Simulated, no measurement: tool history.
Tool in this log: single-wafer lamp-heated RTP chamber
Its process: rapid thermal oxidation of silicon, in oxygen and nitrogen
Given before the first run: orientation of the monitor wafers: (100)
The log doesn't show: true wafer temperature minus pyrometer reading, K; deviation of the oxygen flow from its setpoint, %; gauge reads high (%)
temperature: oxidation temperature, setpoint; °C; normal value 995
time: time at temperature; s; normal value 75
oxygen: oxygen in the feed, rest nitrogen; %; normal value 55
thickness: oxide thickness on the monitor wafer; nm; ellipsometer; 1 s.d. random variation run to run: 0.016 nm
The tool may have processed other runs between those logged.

run   hour  temperature  time  oxygen  wafers since the last listed run  wafers since the last pyrometer calibration  hours since the oxygen flow controller was replaced  hours since the gauge calibration  read-back reference wafer on the same gauge, thickness  thickness
  1      0          995    75      55                                 0                                         4569                                               5319.4                              189.7                                                   4.669       5.75
      21.9  -- gauge calibrated
  2   23.3          995    75      55                               199                                         4768                                               5342.7                                1.4                                                   4.671      5.746
  3   49.2          995    75      55                               221                                         4990                                               5368.6                               27.3                                                   4.672      5.759
  4   63.6          995    75      55                               123                                         5113                                                 5383                               41.7                                                   4.673       5.76
  5     85          995    75      55                               183                                         5296                                               5404.4                               63.1                                                   4.671       5.76
  6   97.6          995    75      55                               107                                         5404                                                 5417                               75.7                                                   4.671      5.789
  7  125.3          995    75      55                               237                                         5641                                               5444.7                              103.4                                                   4.672      5.771
  8  149.7          995    75      55                               208                                         5850                                               5469.1                              127.8                                                   4.669      5.799
  9  165.6          995    75      55                               136                                         5986                                                 5485                              143.7                                                    4.67      5.749
     176.9  -- oxygen flow controller replaced
 10  189.6          995    45      79                               136                                         6123                                                 12.7                              167.7                                                   4.669       5.25
 11  207.5          995    75      55                               153                                         6276                                                 30.6                              185.6                                                    4.67      5.765
 12  233.1          986    75      33                               219                                         6495                                                 56.2                              211.2                                                   4.669      4.594
     248.7  -- gauge calibrated
 13    255          995    75      82                               187                                         6683                                                 78.1                                6.3                                                    4.67      6.641
     265.8  -- pyrometer window cleaned and pyrometer calibrated
 14  281.8          983   101      46                               160                                          136                                                104.9                               33.1                                                   4.669      5.307
 15  300.1          995    46      69                               156                                          293                                                123.2                               51.4                                                   4.674      4.759
 16  324.5          995    75      55                               208                                          502                                                147.6                               75.8                                                    4.67      5.459
 17  343.5         1015   100      82                               162                                          664                                                166.6                               94.8                                                   4.671      8.257
 18  370.6          995    64      55                               231                                          896                                                193.7                              121.9                                                   4.668      5.161

What would each run have given without the hidden state, its run-to-run variation left as it was?
run  thickness
  1      5.361
  2      5.353
  3       5.36
  4      5.359
  5      5.356
  6      5.381
  7      5.361
  8      5.384
  9      5.336
 10      4.874
 11      5.346
 12      4.283
 13      6.143
 14      5.275
 15      4.709
 16      5.368
 17      8.083
 18      5.028
